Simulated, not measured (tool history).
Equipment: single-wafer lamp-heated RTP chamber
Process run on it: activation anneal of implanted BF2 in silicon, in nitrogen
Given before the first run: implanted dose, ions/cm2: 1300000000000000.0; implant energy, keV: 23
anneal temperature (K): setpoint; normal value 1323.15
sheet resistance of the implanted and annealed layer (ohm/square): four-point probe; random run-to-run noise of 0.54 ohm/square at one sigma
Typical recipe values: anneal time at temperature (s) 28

run	hour	anneal temperature (K)	anneal time at temperature (s)	wafers since the last listed run	wafers since the last pyrometer calibration	wafers since the reflector plate was cleaned	hours since the gauge calibration	read-back reference wafer on the same gauge, sheet resistance	sheet resistance of the implanted and annealed layer (ohm/square)
1	0	1323.15	36	0	3779	2063	286.4	130.06	104.93
2	79.1	1323.15	36	1020	4799	3084	365.5	130.04	106.08
3	127.5	1323.15	36	624	5424	3708	413.9	129.88	105.34
# hour 202.3: pyrometer window cleaned and pyrometer calibrated
4	202.8	1323.15	28	868	6	4576	489.2	129.47	109.61
5	280.5	1323.15	28	1002	1008	5579	566.9	129.34	108.47
6	375	1323.15	28	1219	2227	6798	661.4	129.02	108.72
7	475.4	1323.15	28	1295	3523	8093	761.8	128.21	107.88
8	518.4	1323.15	37	554	4078	8648	804.8	128.04	103.93
9	613.2	1323.15	37	1223	5301	9871	899.6	127.42	103.42
10	673.1	1323.15	37	772	6073	10644	959.5	127	103.15
# hour 747.6: pyrometer window cleaned and pyrometer calibrated
11	811.2	1345.15	16	1678	820	12323	1097.6	126.02	102.66
12	897.7	1336.15	28	1116	1936	13439	1184.1	125.34	99.87
# hour 939: gauge calibrated
13	957.4	1339.15	21	770	2706	14209	18.4	130.35	105.66
14	1038.6	1307.15	23	1047	3754	15256	99.6	130.18	123.02
# hour 1091.6: reflector plate cleaned
15	1125.4	1339.15	23	1016	4770	436	186.4	130.05	103.37
16	1309.7	1308.15	16	2377	7148	2813	370.7	129.91	128.99
# hour 1320.1: pyrometer window cleaned and pyrometer calibrated
17	1362.6	1336.15	36	579	548	3393	423.6	129.72	98.8
18	1447.2	1337.15	21	1091	1640	4484	508.2	129.36	105.29
19	1485.2	1323.15	13	490	2130	4974	546.2	129.1	121.6
20	1803.6	1323.15	13	4107	6238	9082	864.6	127.56	118.95
# hour 1864.2: pyrometer window cleaned and pyrometer calibrated
21	1870	1306.15	12	753	75	9836	931	127.04	132.24
22	1950.1	1346.15	44	1033	1108	10869	1011.1	126.4	88.89
23	1991.1	1338.15	15	528	1637	11398	1052.1	126.16	106.66
24	2055.4	1323.15	28	829	2467	12228	1116.4	125.61	105.58

Forecast each of these 3 alternatives for the next run:
A	2055.8	1323.15	28	5	2472	12233	1116.8	?	?
B	2055.8	1323.15	23	5	2472	12233	1116.8	?	?
C	2055.8	1342.15	22	5	2472	12233	1116.8	?	?

run	read-back reference wafer on the same gauge, sheet resistance	sheet resistance of the implanted and annealed layer (ohm/square)
A	125.86	106.4
B	125.86	109.45
C	125.86	99.7
With no hidden state in the tool, these same runs would have given:
run	sheet resistance of the implanted and annealed layer (ohm/square)
A	110
B	113.16
C	103.08
